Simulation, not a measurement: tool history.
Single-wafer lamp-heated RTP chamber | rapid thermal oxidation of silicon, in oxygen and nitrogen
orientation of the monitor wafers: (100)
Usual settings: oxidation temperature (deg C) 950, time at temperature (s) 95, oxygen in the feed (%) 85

run,day,oxidation temperature (deg C),time at temperature (s),oxygen in the feed (%),"read-back reference wafer on the same gauge, thickness",oxide thickness on the monitor wafer (angstrom)
1,0,950,111,85,5.12,49.84
2,0.8,950,95,85,5.122,46.86
3,1.2,950,95,85,5.124,46.46
4,1.733,950,95,85,5.115,46.9
5,2.033,950,95,85,5.12,46.93
6,2.529,950,95,85,5.116,47.06
7,2.8,950,95,85,5.12,47.39
8,3.475,950,95,85,5.123,47.56
9,3.804,950,95,85,5.122,47.51
10,4.425,958,95,85,5.126,50.84
# day 4.921: gauge calibrated
# day 5.075: pyrometer window cleaned and pyrometer calibrated
11,5.096,950,54,85,5.118,37.16
12,5.404,932,109,98,5.122,45.21
# day 6.308: oxygen flow controller replaced
13,6.329,950,95,85,5.122,46.74
14,6.471,979,113,71,5.122,59.37
15,6.967,950,137,85,5.117,54.97
16,7.533,969,70,85,5.122,47.62
17,8.096,950,95,85,5.119,47.11
18,8.421,950,57,57,5.124,34.51
19,8.733,950,95,85,5.128,47.31
20,9.375,958,79,85,5.121,46.36

4 ways to go on from here, each from the tool as it stands after run 20. What would each give?
A,9.392,950,95,95,?,?
B,9.392,950,57,85,?,?
C,9.392,924,95,98,?,?
D,9.392,950,139,98,?,?

run,"read-back reference wafer on the same gauge, thickness",oxide thickness on the monitor wafer (angstrom)
A,5.118,49.49
B,5.118,38.69
C,5.118,41.21
D,5.118,59.15
Without the tool's hidden state the same runs would have given:
run,oxide thickness on the monitor wafer (angstrom)
A,48.45
B,37.96
C,40.38
D,57.85
